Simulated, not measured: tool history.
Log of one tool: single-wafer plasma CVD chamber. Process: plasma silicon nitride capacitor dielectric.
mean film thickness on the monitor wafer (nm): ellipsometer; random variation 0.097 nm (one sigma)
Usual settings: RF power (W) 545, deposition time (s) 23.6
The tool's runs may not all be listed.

run	hour	RF power (W)	deposition time (s)	wafers since the last listed run	hours since the last RF generator calibration	hours since the showerhead was replaced	hours since the gauge calibration	read-back reference wafer on the same gauge, thickness_nm	mean film thickness on the monitor wafer (nm)
1	0	585	23.6	0	1603.7	6146.7	380.3	31.703	36.61
2	54.5	585	23.6	1471	1658.2	6201.2	434.8	31.69	36.465
3	114.3	585	23.6	1614	1718	6261	494.6	31.715	36.349
4	169.5	470	24.9	1490	1773.2	6316.2	549.8	31.688	36.263
5	222.1	470	24.9	1420	1825.8	6368.8	602.4	31.691	36.044
6	280.4	470	24.9	1574	1884.1	6427.1	660.7	31.7	36.112
7	308.6	545	23.6	761	1912.3	6455.3	688.9	31.706	35.562
8	352.8	545	23.6	1193	1956.5	6499.5	733.1	31.706	35.641
# hour 380.9: RF generator calibrated
9	392.5	625	26.2	855	11.6	6539.2	772.8	31.707	42.132
10	430.4	625	26.2	1023	49.5	6577.1	810.7	31.699	42.041
11	463.5	545	23.6	893	82.6	6610.2	843.8	31.71	36.364
12	531.8	545	23.6	1844	150.9	6678.5	912.1	31.705	36.604
13	575	585	23.6	1166	194.1	6721.7	955.3	31.701	37.091
14	605.3	630	22	818	224.4	6752	985.6	31.712	35.33
15	661.9	450	21.2	1528	281	6808.6	1042.2	31.715	30.925
# hour 676.7: gauge calibrated
16	728.3	480	25.7	1792	347.4	6875	51.6	31.711	38.279
17	799.5	500	21.9	1922	418.6	6946.2	122.8	31.701	32.747
# hour 829.9: showerhead replaced
18	840.5	445	23.6	891	459.6	10.6	163.8	31.702	34.237
19	867.9	545	23.6	739	487	38	191.2	31.689	36.172
20	909.3	545	23.6	1117	528.4	79.4	232.6	31.698	36.376
21	938.6	590	19.1	791	557.7	108.7	261.9	31.704	29.826
22	965.3	450	27	720	584.4	135.4	288.6	31.695	38.993
23	1014.4	545	23.6	1325	633.5	184.5	337.7	31.715	36.213
24	1062.8	600	19.1	1306	681.9	232.9	386.1	31.688	30.141

5 ways to go on from here, each from the tool as it stands after run 24. What would each give?
A	1063.2	615	23.6	10	682.3	233.3	386.5	?	?
B	1063.2	620	21.2	10	682.3	233.3	386.5	?	?
C	1063.2	650	23.6	10	682.3	233.3	386.5	?	?
D	1063.2	585	27	10	682.3	233.3	386.5	?	?
E	1063.2	545	20.7	10	682.3	233.3	386.5	?	?

run	read-back reference wafer on the same gauge, thickness_nm	mean film thickness on the monitor wafer (nm)
A	31.699	37.179
B	31.699	33.477
C	31.699	37.78
D	31.699	41.925
E	31.699	31.493
Without the tool's hidden state the same runs would have given:
run	mean film thickness on the monitor wafer (nm)
A	37.53
B	33.792
C	38.136
D	42.32
E	31.79
